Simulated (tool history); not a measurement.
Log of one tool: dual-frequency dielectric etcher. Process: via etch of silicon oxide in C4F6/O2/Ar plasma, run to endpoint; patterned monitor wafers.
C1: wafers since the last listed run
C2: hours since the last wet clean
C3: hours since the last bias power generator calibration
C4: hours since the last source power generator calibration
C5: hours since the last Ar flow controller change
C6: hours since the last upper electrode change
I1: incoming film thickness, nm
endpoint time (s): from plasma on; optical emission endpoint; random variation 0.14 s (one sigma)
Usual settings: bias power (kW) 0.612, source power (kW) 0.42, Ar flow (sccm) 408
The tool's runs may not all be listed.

{"run": 1, "hour": 0.0, "bias power (kW)": 0.612, "source power (kW)": 0.42, "Ar flow (sccm)": 408, "C1": 0, "C2": 110.9, "C3": 1211.6, "C4": 3479.3, "C5": 1653.8, "C6": 3674.7, "I1": 117.7, "endpoint time (s)": 26.2}
{"run": 2, "hour": 94.9, "bias power (kW)": 0.612, "source power (kW)": 0.42, "Ar flow (sccm)": 408, "C1": 1415, "C2": 205.8, "C3": 1306.5, "C4": 3574.2, "C5": 1748.7, "C6": 3769.6, "I1": 117.2, "endpoint time (s)": 26.1}
{"run": 3, "hour": 165.9, "bias power (kW)": 0.612, "source power (kW)": 0.35, "Ar flow (sccm)": 408, "C1": 1059, "C2": 276.8, "C3": 1377.5, "C4": 3645.2, "C5": 1819.7, "C6": 3840.6, "I1": 119.1, "endpoint time (s)": 29.2}
{"run": 4, "hour": 384.7, "bias power (kW)": 0.612, "source power (kW)": 0.45, "Ar flow (sccm)": 337, "C1": 3264, "C2": 495.6, "C3": 1596.3, "C4": 3864, "C5": 2038.5, "C6": 4059.4, "I1": 117.4, "endpoint time (s)": 25.6}
{"run": 5, "hour": 434.0, "bias power (kW)": 0.612, "source power (kW)": 0.42, "Ar flow (sccm)": 360, "C1": 735, "C2": 544.9, "C3": 1645.6, "C4": 3913.3, "C5": 2087.8, "C6": 4108.7, "I1": 118.3, "endpoint time (s)": 26.9}
{"hour": 501.7, "done": "upper electrode replaced"}
{"run": 6, "hour": 502.2, "bias power (kW)": 0.612, "source power (kW)": 0.42, "Ar flow (sccm)": 360, "C1": 659, "C2": 613.1, "C3": 1713.8, "C4": 3981.5, "C5": 2156, "C6": 0.5, "I1": 118.2, "endpoint time (s)": 27.1}
{"hour": 529.1, "done": "wet clean of the chamber"}
{"run": 7, "hour": 560.9, "bias power (kW)": 0.612, "source power (kW)": 0.42, "Ar flow (sccm)": 360, "C1": 517, "C2": 31.8, "C3": 1772.5, "C4": 4040.2, "C5": 2214.7, "C6": 59.2, "I1": 118.4, "endpoint time (s)": 25.7}
{"hour": 605.4, "done": "source power generator calibrated"}
{"run": 8, "hour": 614.0, "bias power (kW)": 0.612, "source power (kW)": 0.42, "Ar flow (sccm)": 495, "C1": 732, "C2": 84.9, "C3": 1825.6, "C4": 8.6, "C5": 2267.8, "C6": 112.3, "I1": 118.3, "endpoint time (s)": 26.9}
{"run": 9, "hour": 704.4, "bias power (kW)": 0.725, "source power (kW)": 0.38, "Ar flow (sccm)": 468, "C1": 1348, "C2": 175.3, "C3": 1916, "C4": 99, "C5": 2358.2, "C6": 202.7, "I1": 118.3, "endpoint time (s)": 26.7}
{"hour": 732.9, "done": "bias power generator calibrated"}
{"run": 10, "hour": 774.0, "bias power (kW)": 0.725, "source power (kW)": 0.42, "Ar flow (sccm)": 356, "C1": 978, "C2": 244.9, "C3": 41.1, "C4": 168.6, "C5": 2427.8, "C6": 272.3, "I1": 118.3, "endpoint time (s)": 24.6}
{"hour": 822.5, "done": "Ar flow controller replaced"}
{"run": 11, "hour": 843.3, "bias power (kW)": 0.612, "source power (kW)": 0.42, "Ar flow (sccm)": 446, "C1": 944, "C2": 314.2, "C3": 110.4, "C4": 237.9, "C5": 20.8, "C6": 341.6, "I1": 118.4, "endpoint time (s)": 27.1}
{"run": 12, "hour": 915.5, "bias power (kW)": 0.612, "source power (kW)": 0.42, "Ar flow (sccm)": 408, "C1": 1077, "C2": 386.4, "C3": 182.6, "C4": 310.1, "C5": 93, "C6": 413.8, "I1": 118.4, "endpoint time (s)": 27.1}
{"run": 13, "hour": 981.5, "bias power (kW)": 0.674, "source power (kW)": 0.35, "Ar flow (sccm)": 314, "C1": 984, "C2": 452.4, "C3": 248.6, "C4": 376.1, "C5": 159, "C6": 479.8, "I1": 119.1, "endpoint time (s)": 27.5}
{"hour": 1055.5, "done": "wet clean of the chamber"}
{"run": 14, "hour": 1056.0, "bias power (kW)": 0.612, "source power (kW)": 0.49, "Ar flow (sccm)": 461, "C1": 753, "C2": 0.5, "C3": 323.1, "C4": 450.6, "C5": 233.5, "C6": 554.3, "I1": 117.8, "endpoint time (s)": 25.1}

How the hidden state differs across the entries between the runs, from the last listed run before each to the first after it:
Between runs 5 and 6: upper electrode replaced (hour 501.7)
  etch rate over this chamber's usual, %: -4.5 -> -5.1
  measured less the result without the state, endpoint time (s): +1.3 -> +1.4
Between runs 6 and 7: wet clean of the chamber (hour 529.1)
  etch rate over this chamber's usual, %: -5.1 -> 0.0934
  measured less the result without the state, endpoint time (s): +1.4 -> +0
Between runs 7 and 8: source power generator calibrated (hour 605.4)
  etch rate over this chamber's usual, %: 0.0934 -> -0.368
  measured less the result without the state, endpoint time (s): +0 -> +0.1
Between runs 9 and 10: bias power generator calibrated (hour 732.9)
  etch rate over this chamber's usual, %: -1.15 -> -1.76
  measured less the result without the state, endpoint time (s): +0.3 -> +0.4
Between runs 10 and 11: Ar flow controller replaced (hour 822.5)
  etch rate over this chamber's usual, %: -1.76 -> -2.36
  measured less the result without the state, endpoint time (s): +0.4 -> +0.6
Between runs 13 and 14: wet clean of the chamber (hour 1055.5)
  etch rate over this chamber's usual, %: -3.57 -> -0.235
  measured less the result without the state, endpoint time (s): +1 -> +0
